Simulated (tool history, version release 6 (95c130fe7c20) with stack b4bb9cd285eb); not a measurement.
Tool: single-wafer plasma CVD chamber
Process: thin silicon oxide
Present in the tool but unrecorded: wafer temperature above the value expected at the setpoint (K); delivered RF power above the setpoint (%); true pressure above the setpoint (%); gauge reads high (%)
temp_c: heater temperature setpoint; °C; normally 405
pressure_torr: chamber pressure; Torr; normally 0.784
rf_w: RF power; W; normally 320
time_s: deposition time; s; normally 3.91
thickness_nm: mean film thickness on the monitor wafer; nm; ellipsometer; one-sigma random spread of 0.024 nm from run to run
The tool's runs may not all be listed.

run    hour  temp_c  pressure_torr  rf_w  time_s  wafers since the last listed run  hours since the last thermocouple change  hours since the last RF generator calibration  hours since the last manometer calibration  hours since the showerhead was replaced  hours since the gauge calibration  read-back reference wafer on the same gauge, thickness_nm  thickness_nm
  1     0.0     405          0.784   320    3.91                                 0                                     453.0                                          913.3                                       731.3                                   4106.8                              299.4                                                      7.199         6.497
  2    55.9     405          0.784   320    3.91                              2029                                     508.9                                          969.2                                       787.2                                   4162.7                              355.3                                                      7.201         6.536
  3   104.5     405          0.784   320    3.91                              1764                                     557.5                                         1017.8                                       835.8                                   4211.3                              403.9                                                      7.202         6.559
  4   147.7     405          0.784   345    4.51                              1568                                     600.7                                         1061.0                                       879.0                                   4254.5                              447.1                                                      7.200         7.816
  5   173.8     405          0.784   345    4.51                               947                                     626.8                                         1087.1                                       905.1                                   4280.6                              473.2                                                      7.203         7.761
  6   207.8     405          0.784   320    3.91                              1234                                     660.8                                         1121.1                                       939.1                                   4314.6                              507.2                                                      7.203         6.558
  7   260.9     405          0.784   320    3.91                              1928                                     713.9                                         1174.2                                       992.2                                   4367.7                              560.3                                                      7.200         6.578
  8   317.7     405          0.784   320    3.91                              2062                                     770.7                                         1231.0                                      1049.0                                   4424.5                              617.1                                                      7.196         6.575
  9   366.7     405          0.784   280    3.91                              1779                                     819.7                                         1280.0                                      1098.0                                   4473.5                              666.1                                                      7.206         6.158
 10   393.2     405          0.784   320    3.91                               962                                     846.2                                         1306.5                                      1124.5                                   4500.0                              692.6                                                      7.190         6.586
      419.7  -- RF generator calibrated
      531.2  -- thermocouple changed; heater temperature recalibrated
 11   534.2     405          0.784   320    3.91                              4538                                       3.0                                          114.5                                      1265.5                                   4641.0                              833.6                                                      7.194         6.889
 12   573.5     405          0.639   320    3.91                              1427                                      42.3                                          153.8                                      1304.8                                   4680.3                              872.9                                                      7.201         5.731
 13   599.5     405          0.784   320    3.91                               944                                      68.3                                          179.8                                      1330.8                                   4706.3                              898.9                                                      7.202         6.880
 14   655.3     418          0.784   320    3.91                              2026                                     124.1                                          235.6                                      1386.6                                   4762.1                              954.7                                                      7.204         6.847
      672.0  -- showerhead replaced
      694.8  -- gauge calibrated
 15   726.2     412          0.784   345    4.41                              2283                                     195.0                                          306.5                                      1457.5                                     54.2                               31.4                                                      7.190         7.955
 16   762.4     405          0.784   320    3.91                              1314                                     231.2                                          342.7                                      1493.7                                     90.4                               67.6                                                      7.194         6.880
 17   820.4     391          0.683   355    3.36                              2106                                     289.2                                          400.7                                      1551.7                                    148.4                              125.6                                                      7.198         5.545
      865.9  -- capacitance manometer re-zeroed and calibrated
 18   891.6     416          0.784   320    3.91                              2294                                     360.4                                          471.9                                        25.7                                    219.6                              196.8                                                      7.203         6.436
 19  1046.6     393          0.837   320    3.28                              5628                                     515.4                                          626.9                                       180.7                                    374.6                              351.8                                                      7.211         5.798
 20  1081.5     405          0.784   320    3.91                              1267                                     550.3                                          661.8                                       215.6                                    409.5                              386.7                                                      7.201         6.450
 21  1113.1     395          0.661   265    3.91                              1147                                     581.9                                          693.4                                       247.2                                    441.1                              418.3                                                      7.201         5.122

Consider 3 possible next runs. They are alternatives, not a sequence: every one starts from the tool as it was left by run 21. What does each give?
  A  1113.5     405          0.784   320    3.91                                14                                     582.3                                          693.8                                       247.6                                    441.5                              418.7                                                          ?             ?
  B  1113.5     419          0.784   320    4.21                                14                                     582.3                                          693.8                                       247.6                                    441.5                              418.7                                                          ?             ?
  C  1113.5     405          0.784   290    3.91                                14                                     582.3                                          693.8                                       247.6                                    441.5                              418.7                                                          ?             ?

run  read-back reference wafer on the same gauge, thickness_nm  thickness_nm
  A                                                      7.199         6.455
  B                                                      7.199         6.878
  C                                                      7.199         6.169
What these runs would have given with no unlogged condition in the tool:
run  thickness_nm
  A         6.639
  B         7.074
  C         6.359
